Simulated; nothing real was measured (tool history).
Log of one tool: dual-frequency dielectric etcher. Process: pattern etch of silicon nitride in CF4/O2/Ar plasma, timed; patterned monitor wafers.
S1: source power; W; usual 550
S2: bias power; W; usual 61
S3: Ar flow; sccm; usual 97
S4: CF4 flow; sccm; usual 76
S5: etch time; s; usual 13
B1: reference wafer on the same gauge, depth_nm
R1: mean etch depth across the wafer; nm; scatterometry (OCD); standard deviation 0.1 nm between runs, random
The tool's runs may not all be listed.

run	hour	S1	S2	S3	S4	S5	B1	R1
1	0	550	61	97	76	13	28.22	26.74
2	91.9	610	61	97	76	13	28.17	29.39
3	168.6	550	61	106	76	12	28.23	24.44
4	210.4	550	61	97	76	13	28.18	26.68
5	260.4	550	61	97	76	13	28.22	26.73
# hour 288.9: wet clean of the chamber
# hour 290.9: gauge calibrated
6	336.1	550	61	97	76	13	28.21	26.71
7	401	550	61	97	76	13	28.22	26.78
# hour 454.5: upper electrode replaced
8	455	550	61	113	76	13	28.2	26.24
9	494	550	61	97	76	13	28.17	26.81
10	565.4	430	61	110	62	13	28.16	20.06
11	605.5	550	61	104	76	14.5	28.16	29.65
# hour 617.6: CF4 flow controller replaced
12	709.7	440	61	97	58	13	28.23	21.05
# hour 760: bias power generator calibrated
# hour 792.9: wet clean of the chamber
13	793.4	680	50	97	92	9.5	28.21	22.94
# hour 866.1: Ar flow controller replaced
14	917	550	61	97	76	13	28.16	27.06
15	956.5	550	61	106	92	13	28.24	27.48
16	1014	600	47	97	76	13	28.2	26.1
# hour 1086.3: source power generator calibrated
17	1106.1	550	66	97	76	13	28.17	27.7
18	1194	550	61	97	76	13	28.21	26.79
# hour 1324.5: wet clean of the chamber
19	1430.2	550	61	97	76	13	28.21	26.77
20	1495.7	550	74	97	87	13	28.19	29.57

Each row is a separate what-if for the run after 20, all from the same tool condition, not one after another. Results?
A	1496.1	670	61	97	76	13	?	?
B	1496.1	550	61	97	70	13	?	?
C	1496.1	550	56	117	95	13	?	?
D	1496.1	550	57	97	84	15	?	?
E	1496.1	510	61	97	76	10	?	?

run	B1	R1
A	28.25	32.21
B	28.25	26.46
C	28.25	26.16
D	28.25	30.57
E	28.25	19.23
The same runs, with their run-to-run variation unchanged, on a tool lacking any hidden condition would have given:
run	R1
A	32.56
B	26.75
C	26.44
D	30.9
E	19.43
